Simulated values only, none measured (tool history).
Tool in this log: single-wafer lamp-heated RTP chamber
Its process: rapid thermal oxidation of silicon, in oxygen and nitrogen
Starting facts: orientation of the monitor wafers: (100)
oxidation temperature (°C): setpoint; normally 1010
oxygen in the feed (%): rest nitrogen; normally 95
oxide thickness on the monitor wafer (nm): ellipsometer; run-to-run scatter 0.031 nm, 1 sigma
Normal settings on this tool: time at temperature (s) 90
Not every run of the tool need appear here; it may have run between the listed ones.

run	hour	oxidation temperature (°C)	time at temperature (s)	oxygen in the feed (%)	wafers since the last listed run	wafers since the last pyrometer calibration	hours since the oxygen flow controller was replaced	hours since the gauge calibration	read-back reference wafer on the same gauge, thickness	oxide thickness on the monitor wafer (nm)
1	0.0	1010	90	95	0	4322	4806.9	71.9	6.544	7.415
2	7.6	1010	90	83	52	4374	4814.5	79.5	6.552	7.113
3	20.9	1010	90	95	91	4465	4827.8	92.8	6.566	7.459
4	36.2	1010	90	95	104	4570	4843.1	108.1	6.553	7.417
5	49.3	1010	90	78	89	4660	4856.2	121.2	6.556	6.878
6	59.5	1010	90	95	69	4730	4866.4	131.4	6.554	7.468
7	68.3	1010	90	95	60	4790	4875.2	140.2	6.545	7.460
8	79.5	1010	90	95	76	4867	4886.4	151.4	6.555	7.466
9	95.0	1010	90	95	106	4973	4901.9	166.9	6.564	7.472
10	105.8	1010	90	95	74	5048	4912.7	177.7	6.546	7.446
11	123.0	1028	90	95	117	5166	4929.9	194.9	6.554	8.497
# hour 124.4: gauge calibrated
12	134.2	1028	90	95	76	5242	4941.1	9.8	6.553	8.449
13	141.1	989	63	98	47	5290	4948.0	16.7	6.541	5.500
14	151.8	988	49	95	73	5363	4958.7	27.4	6.554	4.839
15	165.1	1010	90	95	91	5454	4972.0	40.7	6.541	7.428
16	171.3	987	90	95	42	5497	4978.2	46.9	6.554	6.311
# hour 182.4: oxygen flow controller replaced
17	182.9	1023	105	79	24	5521	0.5	58.5	6.551	8.229
18	189.6	1032	48	95	45	5567	7.2	65.2	6.560	6.581
19	200.3	1010	108	95	73	5641	17.9	75.9	6.550	8.052
# hour 221.7: pyrometer window cleaned and pyrometer calibrated
20	222.2	988	67	95	95	3	39.8	97.8	6.552	5.546
21	235.8	1029	130	98	93	96	53.4	111.4	6.558	10.233
22	244.8	983	90	98	61	158	62.4	120.4	6.543	6.173
23	261.2	1010	90	95	112	270	78.8	136.8	6.557	7.432
24	273.4	1010	90	75	83	354	91.0	149.0	6.542	6.862
25	280.3	1023	67	98	47	401	97.9	155.9	6.560	7.187

What if the next run were any one of these 4? Each begins from the tool's condition after run 25:
A	280.8	1010	90	95	3	405	98.4	156.4	?	?
B	280.8	984	103	98	3	405	98.4	156.4	?	?
C	280.8	1000	90	82	3	405	98.4	156.4	?	?
D	280.8	988	133	78	3	405	98.4	156.4	?	?

run	read-back reference wafer on the same gauge, thickness	oxide thickness on the monitor wafer (nm)
A	6.543	7.413
B	6.543	6.565
C	6.543	6.538
D	6.543	7.008
The same runs, with their run-to-run variation unchanged, on a tool lacking any hidden condition would have given:
run	oxide thickness on the monitor wafer (nm)
A	7.413
B	6.565
C	6.538
D	7.008

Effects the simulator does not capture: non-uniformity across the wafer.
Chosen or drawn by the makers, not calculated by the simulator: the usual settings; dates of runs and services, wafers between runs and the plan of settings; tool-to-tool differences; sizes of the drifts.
